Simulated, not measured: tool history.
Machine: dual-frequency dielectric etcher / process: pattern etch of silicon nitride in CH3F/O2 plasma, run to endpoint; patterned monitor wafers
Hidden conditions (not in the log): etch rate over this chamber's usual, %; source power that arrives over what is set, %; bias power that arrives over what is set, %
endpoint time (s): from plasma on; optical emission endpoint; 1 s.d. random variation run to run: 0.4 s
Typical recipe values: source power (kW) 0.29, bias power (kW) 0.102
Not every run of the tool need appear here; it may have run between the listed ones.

run   hour  source power (kW)  bias power (kW)  wafers since the last listed run  hours since the last wet clean  hours since the last source power generator calibration  hours since the last bias power generator calibration  hours since the last upper electrode change  incoming incoming film thickness, nm  endpoint time (s)
  1      0               0.29            0.102                                 0                           281.6                                                   1448.1                                                 1703.9                                       4901.7                                  82.6               95.2
  2   35.7               0.29            0.102                               191                           317.3                                                   1483.8                                                 1739.6                                       4937.4                                  81.5                 94
  3     54               0.24            0.102                                98                           335.6                                                   1502.1                                                 1757.9                                       4955.7                                    82                 99
  4   86.7               0.24            0.102                               175                           368.3                                                   1534.8                                                 1790.6                                       4988.4                                  82.9              100.2
  5  145.5               0.24            0.102                               315                           427.1                                                   1593.6                                                 1849.4                                       5047.2                                  82.6               99.6
  6    163               0.29            0.093                                93                           444.6                                                   1611.1                                                 1866.9                                       5064.7                                  81.9               97.2
  7  193.1               0.29            0.102                               161                           474.7                                                   1641.2                                                   1897                                       5094.8                                  81.8               93.6
  8  205.2               0.29            0.102                                64                           486.8                                                   1653.3                                                 1909.1                                       5106.9                                  82.1               94.8
  9  223.6               0.29            0.102                                98                           505.2                                                   1671.7                                                 1927.5                                       5125.3                                  81.6               93.4
 10  240.1               0.29            0.102                                88                           521.7                                                   1688.2                                                   1944                                       5141.8                                  82.6               95.2
 11  254.8               0.29            0.102                                78                           536.4                                                   1702.9                                                 1958.7                                       5156.5                                  82.2               94.3
 12  281.2               0.29            0.102                               141                           562.8                                                   1729.3                                                 1985.1                                       5182.9                                  81.8               94.7
     299.6  -- bias power generator calibrated
       323  -- source power generator calibrated
       325  -- wet clean of the chamber
 13  325.5               0.29            0.102                               184                             0.5                                                      2.5                                                   25.9                                       5227.2                                  81.8               93.8
 14    332               0.32            0.085                                34                               7                                                        9                                                   32.4                                       5233.7                                  82.4               97.9
 15  356.8               0.32            0.116                               133                            31.8                                                     33.8                                                   57.2                                       5258.5                                  82.1               88.3
 16  382.7               0.29            0.102                               138                            57.7                                                     59.7                                                   83.1                                       5284.4                                  81.3               92.9
 17  408.1               0.31            0.111                               136                            83.1                                                     85.1                                                  108.5                                       5309.8                                  81.6               89.4
 18  430.4               0.25            0.078                               119                           105.4                                                    107.4                                                  130.8                                       5332.1                                  82.1              106.9
     458.4  -- upper electrode replaced
 19  458.9               0.29            0.102                                24                           133.9                                                    135.9                                                  159.3                                          0.5                                  82.6               94.9
 20  474.5               0.29             0.12                                83                           149.5                                                    151.5                                                  174.9                                         16.1                                  81.7               89.4
 21  508.5               0.34            0.076                               182                           183.5                                                    185.5                                                  208.9                                         50.1                                  82.3               99.6
 22  536.3               0.29            0.102                               149                           211.3                                                    213.3                                                  236.7                                         77.9                                  81.4               93.6
 23  562.1               0.29            0.102                               138                           237.1                                                    239.1                                                  262.5                                        103.7                                  82.5               94.2
 24  576.7               0.25            0.126                                78                           251.7                                                    253.7                                                  277.1                                        118.3                                  82.1                 91
 25    606               0.27            0.116                               157                             281                                                      283                                                  306.4                                        147.6                                  81.8               91.4
 26  639.9               0.29            0.102                               181                           314.9                                                    316.9                                                  340.3                                        181.5                                  82.2               94.2

Forecast run 27:
 27  665.5               0.34            0.115                               137                           340.5                                                    342.5                                                  365.9                                        207.1                                  81.8                  ?

{"run 27": {"endpoint time (s)": 87.2}}
Had the tool carried no hidden state, the very same run would have given endpoint time (s) 87.2.
